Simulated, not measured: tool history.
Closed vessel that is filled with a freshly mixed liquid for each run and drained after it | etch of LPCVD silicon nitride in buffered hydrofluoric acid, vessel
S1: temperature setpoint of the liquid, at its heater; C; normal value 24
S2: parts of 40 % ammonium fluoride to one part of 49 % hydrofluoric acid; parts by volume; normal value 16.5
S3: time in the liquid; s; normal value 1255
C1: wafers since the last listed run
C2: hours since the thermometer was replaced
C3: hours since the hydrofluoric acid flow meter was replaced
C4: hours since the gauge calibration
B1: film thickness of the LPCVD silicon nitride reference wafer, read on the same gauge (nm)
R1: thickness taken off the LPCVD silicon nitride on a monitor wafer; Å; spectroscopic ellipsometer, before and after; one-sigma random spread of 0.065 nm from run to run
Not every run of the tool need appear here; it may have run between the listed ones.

run    day    S1    S2    S3   C1     C2     C3     C4     B1     R1
  1      0    24  16.5  1255    0  553.2  574.3    392  40.03    106
     0.133  -- thermometer replaced
  2  0.688    24  16.5  1255  570   13.3  590.8  408.5  39.94  105.9
     1.038  -- hydrofluoric acid flow meter replaced
  3  1.162    24  16.5  1255  383   24.7      3  419.9     40   99.7
  4  1.475    24  16.5  1255  276   32.2   10.5  427.4  40.01   99.3
  5  1.892    24  16.5  1255  368   42.2   20.5  437.4  39.99   98.9
  6  2.192    24  16.5  1255  265   49.4   27.7  444.6  39.99  100.6
  7  2.712    24  13.5  1255  460   61.9   40.2  457.1     40  122.2
  8  3.146    24  13.5  1255  383   72.3   50.6  467.5     40  123.4
  9  3.521    22  13.5  1880  331   81.3   59.6  476.5     40  164.4
 10  3.854    24  16.5  1865  294   89.3   67.6  484.5  40.02  148.8
 11  4.158  22.5  16.5   990  268   96.6   74.9  491.8  40.06   73.4
 12  4.858    24    14   790  618  113.4   91.7  508.6     40   73.7
 13  5.492    27  20.5  1530  559  128.6  106.9  523.8  39.96  117.1
 14  5.829    24  16.5  1255  298  136.7    115  531.9     40    101
 15    6.2    24  16.5  1960  327  145.6  123.9  540.8  40.02  156.5
 16  6.575    24  16.5  1255  331  154.6  132.9  549.8  39.95  101.5
 17  7.171    24    13   840  526  168.9  147.2  564.1  39.99   85.9
 18  7.567    24  16.5  1255  349  178.4  156.7  573.6  40.02  100.6
 19  8.046    24  16.5  1255  423  189.9  168.2  585.1     40  101.9
 20  8.492    24  16.5   685  394  200.6  178.9  595.8  40.02   55.9

What will run 21 give?
     8.771  -- gauge calibrated
 21  8.996  24  16.5  900  445  212.7  191  5.4   ?   ?

Run 21 produced B1 40.02, R1 74.1 Å.
Were there no unlogged condition in the tool, this run, its random variation unchanged, would have produced R1 72.3 Å.
